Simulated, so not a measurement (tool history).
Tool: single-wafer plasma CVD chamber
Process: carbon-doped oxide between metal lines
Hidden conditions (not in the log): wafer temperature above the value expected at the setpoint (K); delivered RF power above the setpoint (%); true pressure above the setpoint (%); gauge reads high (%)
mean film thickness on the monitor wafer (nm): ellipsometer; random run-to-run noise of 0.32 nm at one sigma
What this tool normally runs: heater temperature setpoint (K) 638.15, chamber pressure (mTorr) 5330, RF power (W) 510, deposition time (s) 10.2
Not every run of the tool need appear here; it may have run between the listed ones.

run	day	heater temperature setpoint (K)	chamber pressure (mTorr)	RF power (W)	deposition time (s)	wafers since the last listed run	hours since the last thermocouple change	hours since the last RF generator calibration	hours since the last manometer calibration	hours since the showerhead was replaced	hours since the gauge calibration	read-back reference wafer on the same gauge, thickness_nm	mean film thickness on the monitor wafer (nm)
1	0.000	638.15	5330	510	10.2	0	578.9	395.7	1370.8	1616.3	1862.0	63.870	51.534
2	2.862	638.15	5330	510	10.2	1693	647.6	464.4	1439.5	1685.0	1930.7	63.689	51.186
3	4.617	638.15	5330	510	10.2	1037	689.7	506.5	1481.6	1727.1	1972.8	63.784	51.257
4	6.583	638.15	5330	510	10.2	1163	736.9	553.7	1528.8	1774.3	2020.0	63.855	51.248
5	10.233	627.15	5330	510	10.2	2159	824.5	641.3	1616.4	1861.9	2107.6	63.873	52.774
# day 13.425: RF generator calibrated, repeated, since the last time left the tool worse
6	14.429	638.15	5330	510	10.2	2285	925.2	24.1	1717.1	1962.6	2208.3	63.720	56.122
7	16.892	638.15	5330	510	10.2	1457	984.3	83.2	1776.2	2021.7	2267.4	63.781	55.663
8	19.975	638.15	5330	510	10.2	1824	1058.3	157.2	1850.2	2095.7	2341.4	63.836	54.596
# day 21.021: capacitance manometer re-zeroed and calibrated
9	22.729	638.15	5330	550	10.2	1432	1124.4	223.3	41.0	2161.8	2407.5	63.790	59.363
10	25.821	648.15	4490	565	8.7	1829	1198.6	297.5	115.2	2236.0	2481.7	63.768	49.505
# day 26.175: thermocouple changed; heater temperature recalibrated
11	28.258	638.15	5330	460	11.3	1244	50.0	356.0	173.7	2294.5	2540.2	63.759	53.861
12	31.871	642.15	4030	510	10.2	2137	136.7	442.7	260.4	2381.2	2626.9	63.791	51.524
13	33.850	638.15	5330	510	10.2	1171	184.2	490.2	307.9	2428.7	2674.4	63.814	54.598
14	35.617	638.15	5330	570	10.2	1045	226.6	532.6	350.3	2471.1	2716.8	63.791	60.487
15	40.225	638.15	5330	510	11.2	2726	337.2	643.2	460.9	2581.7	2827.4	63.776	60.224
16	42.567	642.15	6380	510	8.9	1385	393.4	699.4	517.1	2637.9	2883.6	63.731	47.710
17	47.571	624.15	4050	510	9.3	2960	513.5	819.5	637.2	2758.0	3003.7	63.806	49.229
18	49.625	633.15	4500	420	11.1	1215	562.8	868.8	686.5	2807.3	3053.0	63.892	46.320
19	51.412	638.15	4310	510	10.2	1057	605.7	911.7	729.4	2850.2	3095.9	63.785	52.273
20	54.579	647.15	4410	465	10.2	1873	681.7	987.7	805.4	2926.2	3171.9	63.769	46.412
21	58.892	638.15	5330	510	10.2	2551	785.2	1091.2	908.9	3029.7	3275.4	63.741	53.813
# day 59.929: showerhead replaced
# day 62.479: gauge calibrated
22	71.288	638.15	5330	510	10.2	7137	1082.7	1388.7	1206.4	272.6	211.4	63.770	53.794
# day 73.867: thermocouple changed; heater temperature recalibrated
23	74.983	638.15	5330	510	10.2	1989	26.8	1477.4	1295.1	361.3	300.1	63.795	54.028
24	78.183	638.15	5330	510	10.2	1893	103.6	1554.2	1371.9	438.1	376.9	63.777	54.064
25	82.375	638.15	6570	510	10.2	2480	204.2	1654.8	1472.5	538.7	477.5	63.762	55.682
# day 85.521: RF generator calibrated
# day 86.262: capacitance manometer re-zeroed and calibrated
26	86.462	638.15	5330	415	11.6	2024	302.3	22.6	4.8	636.8	575.6	63.839	49.602
27	90.792	628.15	5330	595	10.2	2561	406.2	126.5	108.7	740.7	679.5	63.849	66.036

Predict each of these 5 candidate next runs independently; none follows another, all start after run 27:
A	90.808	638.15	5330	510	10.2	9	406.6	126.9	109.1	741.1	679.9	?	?
B	90.808	638.15	5330	410	11.3	9	406.6	126.9	109.1	741.1	679.9	?	?
C	90.808	625.15	5330	510	11.9	9	406.6	126.9	109.1	741.1	679.9	?	?
D	90.808	631.15	4190	545	8.3	9	406.6	126.9	109.1	741.1	679.9	?	?
E	90.808	651.15	5330	410	10.2	9	406.6	126.9	109.1	741.1	679.9	?	?

run	read-back reference wafer on the same gauge, thickness_nm	mean film thickness on the monitor wafer (nm)
A	63.833	55.715
B	63.833	47.609
C	63.833	67.398
D	63.833	47.414
E	63.833	41.627
Without the tool's hidden state the same runs would have given:
run	mean film thickness on the monitor wafer (nm)
A	56.118
B	48.032
C	67.885
D	47.748
E	41.996
